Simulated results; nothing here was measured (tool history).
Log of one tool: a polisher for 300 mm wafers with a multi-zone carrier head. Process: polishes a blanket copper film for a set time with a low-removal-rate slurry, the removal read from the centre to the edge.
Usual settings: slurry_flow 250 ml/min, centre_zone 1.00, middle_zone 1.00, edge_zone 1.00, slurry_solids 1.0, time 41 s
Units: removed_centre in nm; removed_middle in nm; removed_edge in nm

run,hour,slurry_flow,centre_zone,middle_zone,edge_zone,slurry_solids,time,"incoming thickness of the incoming film, nm",removed_centre,removed_middle,removed_edge
1,0.0,250,1.00,1.03,1.00,1.0,41,897.8,117.9,132.1,126.8
2,9.3,250,1.00,1.03,1.00,1.0,41,899.2,118.2,126.0,123.6
3,24.8,250,1.10,0.97,1.00,1.0,41,893.4,128.6,119.5,128.8
4,34.6,250,1.10,0.97,1.00,1.0,41,901.7,129.3,120.4,125.2
5,52.0,250,1.00,1.00,1.00,1.0,41,892.6,115.3,123.1,124.7
6,63.5,285,1.00,1.00,1.00,1.0,41,897.4,115.6,125.4,122.0
# hour 85.0: carrier head's membrane replaced by a new one
# hour 96.4: edge zone pressure recalibrated
7,102.5,285,1.00,1.00,1.00,1.0,41,896.4,114.1,121.6,120.8
# hour 110.0: centre zone pressure recalibrated
8,142.2,285,1.00,1.00,1.00,1.0,41,895.3,119.4,121.5,121.9
9,160.1,250,1.00,1.00,1.00,1.0,41,898.3,117.7,117.0,116.0
# hour 167.5: slurry nozzle cleaned
10,173.8,290,1.00,1.00,1.10,1.0,41,895.4,118.6,122.7,125.0
11,190.1,250,1.00,1.00,1.00,0.7,41,897.1,108.7,110.6,108.9
# hour 196.8: worn pad replaced by a new one
12,202.3,330,0.88,1.00,0.95,1.0,45,887.2,123.2,137.9,133.6
13,217.0,250,1.00,1.00,1.00,1.0,41,896.7,121.3,121.9,121.6
14,228.2,250,1.10,1.00,0.95,0.9,41,905.3,130.7,119.4,120.6
15,237.1,250,1.00,1.00,1.07,0.8,41,896.9,117.0,118.3,122.5
16,245.7,195,0.89,1.00,0.92,1.3,41,900.6,109.1,124.1,120.4
17,260.3,250,1.00,1.00,1.00,1.0,35,912.2,102.6,102.1,104.5

The same runs without the tool's hidden state, with the same run-to-run variation:
The hidden state here: removal rate lost through wear of the pad, %; slurry flow missing at the pad, %; deviation of the centre zone's pressure from its setpoint, %; deviation of the edge zone's pressure from its setpoint, %.
run,removed_centre,removed_middle,removed_edge
1,125.7,132.5,127.2
2,126.7,126.8,124.5
3,139.0,121.0,130.4
4,140.5,122.3,127.2
5,126.6,125.9,127.5
6,127.7,128.7,125.3
7,128.9,126.7,126.0
8,127.8,128.6,129.1
9,126.9,124.7,123.6
10,128.5,131.5,134.0
11,118.6,119.3,117.5
12,126.9,140.4,136.1
13,125.7,124.9,124.5
14,136.0,122.8,124.0
15,122.1,122.1,126.4
16,114.4,128.5,124.6
17,108.2,106.2,108.8
